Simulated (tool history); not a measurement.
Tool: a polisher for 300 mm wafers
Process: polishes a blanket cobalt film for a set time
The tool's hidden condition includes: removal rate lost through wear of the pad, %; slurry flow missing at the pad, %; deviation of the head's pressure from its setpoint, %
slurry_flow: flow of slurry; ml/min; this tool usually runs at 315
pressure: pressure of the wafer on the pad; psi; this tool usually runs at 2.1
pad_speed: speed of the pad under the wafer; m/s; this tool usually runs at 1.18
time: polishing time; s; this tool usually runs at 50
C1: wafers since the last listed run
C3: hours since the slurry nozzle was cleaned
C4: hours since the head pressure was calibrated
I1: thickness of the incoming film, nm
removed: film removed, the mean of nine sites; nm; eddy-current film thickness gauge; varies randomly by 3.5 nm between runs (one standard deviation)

Run 1, hour 0.0: usual settings but pressure 2.3 psi, time 43 s; C1 0; wafers polished on this pad 2688; C3 631.7; C4 715.0; I1 1454.7. Result: removed 243.8 nm.
At hour 94.3: slurry nozzle cleaned.
Run 2, hour 245.7: usual settings but pressure 2.2 psi; C1 3105; wafers polished on this pad 5793; C3 151.4; C4 960.7; I1 1459.5. Result: removed 262.1 nm.
Run 3, hour 324.3: usual settings but pad_speed 0.86 m/s, time 57 s; C1 997; wafers polished on this pad 6790; C3 230.0; C4 1039.3; I1 1454.4. Result: removed 214.5 nm.
At hour 372.8: worn pad replaced by a new one.
Run 4, hour 383.5: usual settings but pad_speed 0.86 m/s, time 57 s; C1 700; wafers polished on this pad 135; C3 289.2; C4 1098.5; I1 1428.6. Result: removed 216.2 nm.
Run 5, hour 456.8: usual settings; C1 930; wafers polished on this pad 1066; C3 362.5; C4 1171.8; I1 1454.6. Result: removed 261.7 nm.
At hour 571.3: head pressure recalibrated.
At hour 767.2: slurry nozzle cleaned.
Run 6, hour 774.5: usual settings; C1 3993; wafers polished on this pad 5059; C3 7.3; C4 203.2; I1 1446.7. Result: removed 257.8 nm.
Run 7, hour 834.7: usual settings; C1 763; wafers polished on this pad 5823; C3 67.5; C4 263.4; I1 1455.8. Result: removed 264.7 nm.
Run 8, hour 876.9: usual settings; C1 535; wafers polished on this pad 6359; C3 109.7; C4 305.6; I1 1415.6. Result: removed 262.5 nm.
At hour 1028.4: worn pad replaced by a new one.
Run 9, hour 1124.6: usual settings; C1 3092; wafers polished on this pad 1220; C3 357.4; C4 553.3; I1 1433.3. Result: removed 255.4 nm.
Run 10, hour 1171.4: usual settings; C1 593; wafers polished on this pad 1814; C3 404.2; C4 600.1; I1 1444.7. Result: removed 258.7 nm.
Run 11, hour 1260.0: usual settings; C1 1124; wafers polished on this pad 2938; C3 492.8; C4 688.7; I1 1437.4. Result: removed 259.6 nm.
Run 12, hour 1351.9: usual settings; C1 1166; wafers polished on this pad 4104; C3 584.7; C4 780.6; I1 1449.4. Result: removed 258.1 nm.
Run 13, hour 1428.8: usual settings; C1 975; wafers polished on this pad 5080; C3 661.6; C4 857.5; I1 1449.3. Result: removed 254.1 nm.
At hour 1479.6: slurry nozzle cleaned.
At hour 1644.9: worn pad replaced by a new one.
Run 14, hour 1681.6: usual settings but time 45 s; C1 3144; wafers polished on this pad 465; C3 202.0; C4 1110.3; I1 1436.8. Result: removed 236.9 nm.
Run 15, hour 1787.3: usual settings; C1 1341; wafers polished on this pad 1806; C3 307.7; C4 1216.0; I1 1459.3. Result: removed 264.4 nm.
At hour 1824.5: head pressure recalibrated.
Run 16, hour 1876.0: usual settings but slurry_flow 425 ml/min, time 58 s; C1 1100; wafers polished on this pad 2907; C3 396.4; C4 51.5; I1 1454.4. Result: removed 299.1 nm.
Run 17, hour 1968.8: usual settings but slurry_flow 205 ml/min, pad_speed 1.06 m/s, time 68 s; C1 1177; wafers polished on this pad 4084; C3 489.2; C4 144.3; I1 1452.1. Result: removed 306.7 nm.
Run 18, hour 2065.0: usual settings but slurry_flow 205 ml/min, time 38 s; C1 1220; wafers polished on this pad 5305; C3 585.4; C4 240.5; I1 1433.4. Result: removed 188.6 nm.
Run 19, hour 2111.1: usual settings but pressure 2.3 psi; C1 585; wafers polished on this pad 5890; C3 631.5; C4 286.6; I1 1430.8. Result: removed 285.8 nm.
Run 20, hour 2184.9: usual settings but pressure 1.8 psi; C1 936; wafers polished on this pad 6826; C3 705.3; C4 360.4; I1 1434.4. Result: removed 228.1 nm.
At hour 2198.2: slurry nozzle cleaned.
At hour 2235.8: worn pad replaced by a new one.
Run 21, hour 2279.8: usual settings but pressure 2.5 psi; C1 1140; wafers polished on this pad 558; C3 81.6; C4 455.3; I1 1428.0. Result: removed 303.1 nm.
Run 22, hour 2375.0: usual settings but pressure 1.5 psi, time 67 s; C1 1208; wafers polished on this pad 1766; C3 176.8; C4 550.5; I1 1442.7. Result: removed 249.8 nm.
Run 23, hour 2466.3: usual settings but slurry_flow 390 ml/min; C1 1158; wafers polished on this pad 2924; C3 268.1; C4 641.8; I1 1462.3. Result: removed 262.2 nm.
Run 24, hour 2563.0: usual settings but pressure 2.2 psi; C1 1227; wafers polished on this pad 4152; C3 364.8; C4 738.5; I1 1438.7. Result: removed 272.0 nm.

Run 25 is up next; what results do you expect?
Run 25, hour 2657.9: usual settings but slurry_flow 425 ml/min, time 58 s; C1 1204; wafers polished on this pad 5356; C3 459.7; C4 833.4; I1 1451.6. Result: removed ?.

Logged for run 25: removed 312.4 nm.
The same run, on a tool lacking any hidden state, would have yielded removed 312.4 nm.
